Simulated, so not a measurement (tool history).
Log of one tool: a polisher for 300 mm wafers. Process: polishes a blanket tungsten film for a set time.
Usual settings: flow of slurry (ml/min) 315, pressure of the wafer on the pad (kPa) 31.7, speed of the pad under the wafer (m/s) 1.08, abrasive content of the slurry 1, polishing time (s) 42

run   hour  flow of slurry (ml/min)  pressure of the wafer on the pad (kPa)  speed of the pad under the wafer (m/s)  abrasive content of the slurry  polishing time (s)  wafers since the last listed run  wafers polished on this pad  hours since the slurry nozzle was cleaned  hours since the head pressure was calibrated  hours since the slurry blender was calibrated  hours since the slurry got fresh peroxide  incoming thickness of the incoming film, nm  film removed (Å)
  1      0                      400                                    31.7                                    1.08                               1                  42                                 0                          946                                      110.8                                         103.3                                          210.4                                       28.7                                        761.9              2022
      23.7  -- slurry blender recalibrated
      34.3  -- worn pad replaced by a new one
  2     61                      400                                    31.7                                    1.08                               1                  42                               361                          175                                      171.8                                         164.3                                           37.3                                       89.7                                        749.4              2146
  3  102.3                      315                                    23.4                                    1.08                               1                  42                               271                          447                                      213.1                                         205.6                                           78.6                                        131                                        749.3              1540
  4  133.3                      315                                    23.4                                    1.08                               1                  42                               203                          651                                      244.1                                         236.6                                          109.6                                        162                                        756.6              1529
     147.4  -- slurry tank refilled with fresh slurry and peroxide
  5  200.3                      315                                    34.5                                    1.08                               1                  42                               434                         1085                                      311.1                                         303.6                                          176.6                                       52.9                                        747.8              2175
  6  227.1                      315                                    34.5                                    1.08                               1                  42                               176                         1261                                      337.9                                         330.4                                          203.4                                       79.7                                        737.1              2222
     253.4  -- worn pad replaced by a new one
     260.7  -- slurry blender recalibrated
  7  286.1                      315                                    34.5                                    1.08                               1                  42                               348                          202                                      396.9                                         389.4                                           25.4                                      138.7                                        747.8              2313
     307.5  -- slurry tank refilled with fresh slurry and peroxide
  8    319                      315                                    31.7                                    1.08                               1                  53                               209                          411                                      429.8                                         422.3                                           58.3                                       11.5                                        755.2              2696
  9  368.8                      315                                    31.7                                    1.08                             1.1                  42                               327                          739                                      479.6                                         472.1                                          108.1                                       61.3                                        748.1              2212
 10  426.7                      315                                    31.7                                    1.08                             1.1                  42                               380                         1120                                      537.5                                           530                                            166                                      119.2                                          741              2088
 11  457.4                      315                                    31.7                                    1.08                               1                  33                               201                         1322                                      568.2                                         560.7                                          196.7                                      149.9                                        762.5              1615
     471.5  -- slurry tank refilled with fresh slurry and peroxide
     485.1  -- worn pad replaced by a new one
 12  501.4                      315                                    31.7                                    1.08                               1                  42                               256                          107                                      612.2                                         604.7                                          240.7                                       29.9                                        746.3              2016
     537.4  -- slurry blender recalibrated
 13  572.9                      315                                    31.7                                    0.78                               1                  55                               457                          564                                      683.7                                         676.2                                           35.5                                      101.4                                        739.1              2022
 14  633.4                      315                                    31.7                                    1.08                               1                  42                               398                          962                                      744.2                                         736.7                                             96                                      161.9                                        755.4              2072
     640.2  -- slurry tank refilled with fresh slurry and peroxide
     676.8  -- slurry nozzle cleaned
 15  682.8                      315                                    31.7                                    1.08                             1.1                  42                               311                         1274                                          6                                         786.1                                          145.4                                       42.6                                        756.8              2115
     721.9  -- worn pad replaced by a new one
     732.7  -- head pressure recalibrated
 16  734.7                      315                                    31.7                                    1.08                               1                  42                               301                           70                                       57.9                                             2                                          197.3                                       94.5                                        750.7              2049
     783.5  -- slurry blender recalibrated
 17  790.3                      270                                    25.5                                    0.88                               1                  36                               352                          423                                      113.5                                          57.6                                            6.8                                      150.1                                          750              1177
     802.2  -- slurry tank refilled with fresh slurry and peroxide
 18  838.9                      380                                    31.7                                    1.08                               1                  42                               313                          736                                      162.1                                         106.2                                           55.4                                       36.7                                        756.5              2162
 19  874.6                      315                                    31.7                                    1.34                               1                  42                               234                          971                                      197.8                                         141.9                                           91.1                                       72.4                                        753.5              2500
 20    901                      400                                    31.7                                    1.08                               1                  56                               173                         1145                                      224.2                                         168.3                                          117.5                                       98.8                                        743.2              2791
 21  926.9                      280                                    31.7                                    1.08                               1                  42                               170                         1315                                      250.1                                         194.2                                          143.4                                      124.7                                        744.5              2002

Forecast each of these 4 alternatives for the next run:
  A  927.3                      315                                    37.2                                    1.08                               1                  42                                 2                         1318                                      250.5                                         194.6                                          143.8                                      125.1                                          754                 ?
  B  927.3                      355                                    37.9                                     0.8                               1                  29                                 2                         1318                                      250.5                                         194.6                                          143.8                                      125.1                                          754                 ?
  C  927.3                      315                                    31.7                                    1.08                               1                  50                                 2                         1318                                      250.5                                         194.6                                          143.8                                      125.1                                          754                 ?
  D  927.3                      425                                    41.4                                    0.96                               1                  42                                 2                         1318                                      250.5                                         194.6                                          143.8                                      125.1                                          754                 ?

run  film removed (Å)
  A              2393
  B              1259
  C              2426
  D              2420
Without the tool's hidden state the same runs would have given:
run  film removed (Å)
  A              2611
  B              1374
  C              2648
  D              2640
